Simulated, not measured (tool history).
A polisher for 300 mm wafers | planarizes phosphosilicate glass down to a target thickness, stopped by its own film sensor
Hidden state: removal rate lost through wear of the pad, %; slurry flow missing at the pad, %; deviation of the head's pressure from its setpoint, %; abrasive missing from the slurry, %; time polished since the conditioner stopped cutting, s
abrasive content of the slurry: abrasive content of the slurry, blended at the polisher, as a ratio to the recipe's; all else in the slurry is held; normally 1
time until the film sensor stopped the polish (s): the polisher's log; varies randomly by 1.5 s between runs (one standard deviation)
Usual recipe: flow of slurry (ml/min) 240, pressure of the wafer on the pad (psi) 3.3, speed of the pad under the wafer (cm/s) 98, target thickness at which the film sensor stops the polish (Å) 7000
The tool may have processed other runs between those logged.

run,hour,flow of slurry (ml/min),pressure of the wafer on the pad (psi),speed of the pad under the wafer (cm/s),abrasive content of the slurry,target thickness at which the film sensor stops the polish (Å),wafers since the last listed run,wafers polished on this pad,hours since the slurry nozzle was cleaned,hours since the head pressure was calibrated,hours since the slurry blender was calibrated,hours since the conditioning disc was replaced,"incoming thickness of the incoming film, nm",time until the film sensor stopped the polish (s)
1,0,240,3.3,98,1,7000,0,665,440.4,1156.4,274.8,152.6,1559.4,96.5
2,8.9,240,3.3,98,1,8650,71,736,449.3,1165.3,283.7,161.5,1591.3,83.6
3,15.6,295,3.3,98,1,7000,53,790,456,1172,290.4,168.2,1596.4,97.1
4,23.5,295,3.3,98,1,7000,63,853,463.9,1179.9,298.3,176.1,1550.7,93.6
5,37.6,295,3.3,98,1,7000,113,966,478,1194,312.4,190.2,1559.5,98.9
# hour 56.3: worn pad replaced by a new one
6,56.8,305,3.3,98,0.95,7000,121,4,497.2,1213.2,331.6,209.4,1575.9,99.5
7,68.8,305,3.3,98,0.95,7000,96,100,509.2,1225.2,343.6,221.4,1564.6,101.4
# hour 71.6: head pressure recalibrated
# hour 77.7: conditioning disc replaced and pad reconditioned
8,78,240,2.6,98,1,7000,41,142,518.4,6.4,352.8,0.3,1577.3,113.7
# hour 83.7: slurry nozzle cleaned
9,90.6,240,3.3,98,1,7000,92,235,6.9,19,365.4,12.9,1599.9,94.2
10,103.6,240,3.3,98,1,7000,104,339,19.9,32,378.4,25.9,1563.5,94.7
11,119.4,240,3.8,110,1,7000,126,466,35.7,47.8,394.2,41.7,1613.8,79
# hour 128.3: slurry blender recalibrated
12,132.9,240,3.3,98,0.75,8180,92,558,49.2,61.3,4.6,55.2,1605.7,97.5
13,142.3,240,3.3,98,0.85,7000,75,633,58.6,70.7,14,64.6,1568.1,101.7
14,152.6,190,2.2,98,1,7000,82,716,68.9,81,24.3,74.9,1580.6,137.8
15,158.7,175,3.3,98,1,9690,48,765,75,87.1,30.4,81,1594.1,71.9
16,165.4,240,3.3,98,0.85,5900,53,818,81.7,93.8,37.1,87.7,1564.3,116.2
17,175.3,240,3.3,118,1.2,7000,79,898,91.6,103.7,47,97.6,1563.7,75.8
18,181.7,240,3.3,98,0.85,5900,51,949,98,110.1,53.4,104,1581.2,117.9
# hour 195.9: worn pad replaced by a new one
19,196.4,160,3.3,98,0.8,9930,85,4,112.7,124.8,68.1,118.7,1584.1,75.1
20,202.3,295,3.3,98,1,7000,47,51,118.6,130.7,74,124.6,1579,93.7
21,209.8,240,3.3,98,1,7000,60,111,126.1,138.2,81.5,132.1,1604.9,104
22,225.9,240,4.1,98,0.85,7000,129,240,142.2,154.3,97.6,148.2,1579.9,88.7
23,238.4,240,2.9,98,1,4180,100,341,154.7,166.8,110.1,160.7,1557.3,143.3
24,263.6,305,2.9,126,1,9520,202,543,179.9,192,135.3,185.9,1594.5,67.6
25,278.8,290,2.1,98,0.9,7850,121,664,195.1,207.2,150.5,201.1,1578,135.9

Branching from run 25: 5 alternative next runs. What would each branch give?
A,279.3,240,3.3,98,1,7000,4,668,195.6,207.7,151,201.6,1556.7,?
B,279.3,240,3.3,78,1,7000,4,668,195.6,207.7,151,201.6,1556.7,?
C,279.3,240,3.3,64,1,7000,4,668,195.6,207.7,151,201.6,1556.7,?
D,279.3,260,3.3,98,1,7000,4,668,195.6,207.7,151,201.6,1556.7,?
E,279.3,170,4.1,98,0.8,7000,4,668,195.6,207.7,151,201.6,1556.7,?

run,time until the film sensor stopped the polish (s)
A,102.4
B,120.9
C,140
D,101.6
E,99.2
Without the tool's hidden state the same runs would have given:
run,time until the film sensor stopped the polish (s)
A,93.1
B,111.7
C,130.9
D,92.3
E,88.7
